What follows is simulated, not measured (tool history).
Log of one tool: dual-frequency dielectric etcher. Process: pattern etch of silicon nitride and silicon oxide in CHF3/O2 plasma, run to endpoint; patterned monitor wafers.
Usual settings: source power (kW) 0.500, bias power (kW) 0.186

| run | day | source power (kW) | bias power (kW) | incoming incoming film thickness, nm | endpoint time (s) |
|---|---|---|---|---|---|
| 1 | 0.000 | 0.500 | 0.186 | 212.2 | 145.1 |
| 2 | 2.304 | 0.500 | 0.186 | 210.9 | 143.3 |
| 3 | 5.117 | 0.550 | 0.186 | 210.1 | 137.1 |
|  | 7.500 | wet clean of the chamber |
| 4 | 7.521 | 0.500 | 0.170 | 210.0 | 151.7 |
| 5 | 9.175 | 0.500 | 0.170 | 209.4 | 150.9 |
| 6 | 10.567 | 0.500 | 0.170 | 211.2 | 151.6 |
| 7 | 11.733 | 0.500 | 0.186 | 210.6 | 146.7 |
| 8 | 13.338 | 0.500 | 0.166 | 207.7 | 150.0 |
| 9 | 15.462 | 0.540 | 0.168 | 210.7 | 145.2 |
|  | 18.096 | bias power generator calibrated |
| 10 | 18.117 | 0.540 | 0.168 | 211.8 | 145.2 |
| 11 | 20.462 | 0.500 | 0.186 | 208.5 | 141.5 |
| 12 | 22.567 | 0.500 | 0.186 | 210.7 | 143.4 |
| 13 | 24.471 | 0.500 | 0.151 | 210.3 | 153.1 |
| 14 | 25.733 | 0.500 | 0.163 | 211.4 | 149.7 |
| 15 | 27.646 | 0.500 | 0.163 | 208.7 | 145.8 |
|  | 29.900 | wet clean of the chamber |
| 16 | 29.917 | 0.500 | 0.206 | 211.5 | 142.8 |
| 17 | 32.842 | 0.500 | 0.211 | 211.2 | 140.6 |
| 18 | 34.375 | 0.500 | 0.186 | 210.8 | 145.7 |
| 19 | 35.679 | 0.410 | 0.228 | 210.0 | 146.9 |
| 20 | 37.550 | 0.500 | 0.186 | 211.1 | 144.4 |
| 21 | 40.312 | 0.550 | 0.155 | 210.3 | 146.6 |
| 22 | 42.833 | 0.450 | 0.173 | 210.5 | 153.4 |
| 23 | 45.208 | 0.620 | 0.225 | 211.5 | 121.8 |
| 24 | 47.333 | 0.560 | 0.152 | 209.7 | 143.0 |
| 25 | 49.717 | 0.500 | 0.186 | 210.1 | 140.1 |
| 26 | 50.921 | 0.500 | 0.186 | 207.9 | 139.1 |
|  | 51.604 | source power generator calibrated |
|  | 52.383 | wet clean of the chamber |
|  | 54.254 | upper electrode replaced |
| 27 | 54.275 | 0.400 | 0.201 | 210.7 | 158.9 |
| 28 | 56.267 | 0.390 | 0.186 | 208.8 | 162.7 |
| 29 | 58.583 | 0.500 | 0.224 | 209.7 | 137.4 |
| 30 | 60.683 | 0.580 | 0.207 | 211.2 | 132.7 |
| 31 | 62.762 | 0.400 | 0.208 | 210.6 | 154.4 |
| 32 | 65.008 | 0.530 | 0.186 | 212.2 | 141.4 |
| 33 | 67.112 | 0.400 | 0.214 | 210.6 | 151.9 |
| 34 | 68.167 | 0.530 | 0.155 | 210.3 | 147.7 |
| 35 | 69.225 | 0.440 | 0.140 | 211.2 | 166.9 |
|  | 71.792 | wet clean of the chamber |
| 36 | 77.800 | 0.500 | 0.186 | 208.1 | 145.0 |

Hidden state or all else? Some run-to-run changes of endpoint time (s), split into what the settings, what came in and random variation would give without the hidden state, and what is left for the hidden state (with any gauge scatter that isn't in both results):
The hidden state here: etch rate over this chamber's usual, %; source power that arrives over what is set, %; bias power that arrives over what is set, %.
Run 3 -> 4: source power (kW) 0.550 -> 0.500, bias power (kW) 0.186 -> 0.170, wet clean of the chamber. endpoint time (s) +14.6: hidden state +5.1, all else +9.5.
Run 15 -> 16: bias power (kW) 0.163 -> 0.206, wet clean of the chamber. endpoint time (s) -3.0: hidden state +6.3, all else -9.3.
Run 22 -> 23: source power (kW) 0.450 -> 0.620, bias power (kW) 0.173 -> 0.225. endpoint time (s) -31.6: hidden state +0.5, all else -32.1.
Run 26 -> 27: source power (kW) 0.500 -> 0.400, bias power (kW) 0.186 -> 0.201, source power generator calibrated, wet clean of the chamber, upper electrode replaced. endpoint time (s) +19.8: hidden state +7.6, all else +12.2.
Run 28 -> 29: source power (kW) 0.390 -> 0.500, bias power (kW) 0.186 -> 0.224. endpoint time (s) -25.3: hidden state -0.6, all else -24.7.
Run 35 -> 36: source power (kW) 0.440 -> 0.500, bias power (kW) 0.140 -> 0.186, wet clean of the chamber. endpoint time (s) -21.9: hidden state +4.9, all else -26.8.

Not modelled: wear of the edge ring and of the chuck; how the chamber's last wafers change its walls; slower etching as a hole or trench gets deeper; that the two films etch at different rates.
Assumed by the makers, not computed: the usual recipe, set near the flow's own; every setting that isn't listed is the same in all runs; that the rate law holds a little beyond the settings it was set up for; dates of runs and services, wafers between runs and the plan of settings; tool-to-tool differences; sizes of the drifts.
